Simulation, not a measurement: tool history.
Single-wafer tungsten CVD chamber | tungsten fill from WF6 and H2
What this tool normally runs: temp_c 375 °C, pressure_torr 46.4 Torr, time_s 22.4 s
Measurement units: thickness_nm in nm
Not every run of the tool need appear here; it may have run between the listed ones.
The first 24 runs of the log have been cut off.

run    hour  temp_c  pressure_torr  time_s  wafers since the last listed run  hours since the last thermocouple change  hours since the last manometer calibration  hours since the showerhead was replaced  hours since the gauge calibration  read-back reference wafer on the same gauge, thickness_nm  thickness_nm
 25  1410.7     364           36.0    22.4                              1904                                     459.7                                       897.7                                    830.9                              165.0                                                     38.860        31.661
 26  1439.8     375           46.4    22.4                               944                                     488.8                                       926.8                                    860.0                              194.1                                                     38.928        43.673
 27  1501.3     362           38.5    20.4                              1995                                     550.3                                       988.3                                    921.5                              255.6                                                     38.845        28.720
 28  1558.2     382           56.8    22.4                              1846                                     607.2                                      1045.2                                    978.4                              312.5                                                     38.879        54.028
 29  1586.7     375           56.8    22.4                               924                                     635.7                                      1073.7                                   1006.9                              341.0                                                     38.942        48.112
 30  1626.7     375           38.0    22.4                              1297                                     675.7                                      1113.7                                   1046.9                              381.0                                                     38.932        40.238
 31  1671.4     370           42.1    24.1                              1450                                     720.4                                      1158.4                                   1091.6                              425.7                                                     38.971        41.392
 32  1712.7     375           46.4    22.4                              1339                                     761.7                                      1199.7                                   1132.9                              467.0                                                     38.915        43.763
 33  1748.0     382           50.5    18.9                              1145                                     797.0                                      1235.0                                   1168.2                              502.3                                                     38.885        43.812

What if the next run were any one of these 5? Each begins from the tool's condition after run 33:
  A  1748.4     386           46.4    22.4                                12                                     797.4                                      1235.4                                   1168.6                              502.7                                                          ?             ?
  B  1748.4     375           46.4    19.3                                12                                     797.4                                      1235.4                                   1168.6                              502.7                                                          ?             ?
  C  1748.4     385           35.2    19.5                                12                                     797.4                                      1235.4                                   1168.6                              502.7                                                          ?             ?
  D  1748.4     389           46.4    24.3                                12                                     797.4                                      1235.4                                   1168.6                              502.7                                                          ?             ?
  E  1748.4     380           55.3    19.0                                12                                     797.4                                      1235.4                                   1168.6                              502.7                                                          ?             ?

run  read-back reference wafer on the same gauge, thickness_nm  thickness_nm
  A                                                     38.866        53.418
  B                                                     38.866        37.793
  C                                                     38.866        40.226
  D                                                     38.866        61.076
  E                                                     38.866        44.059
The same runs, with their run-to-run variation unchanged, on a tool lacking any hidden condition would have given:
run  thickness_nm
  A        53.418
  B        37.793
  C        40.226
  D        61.076
  E        44.059
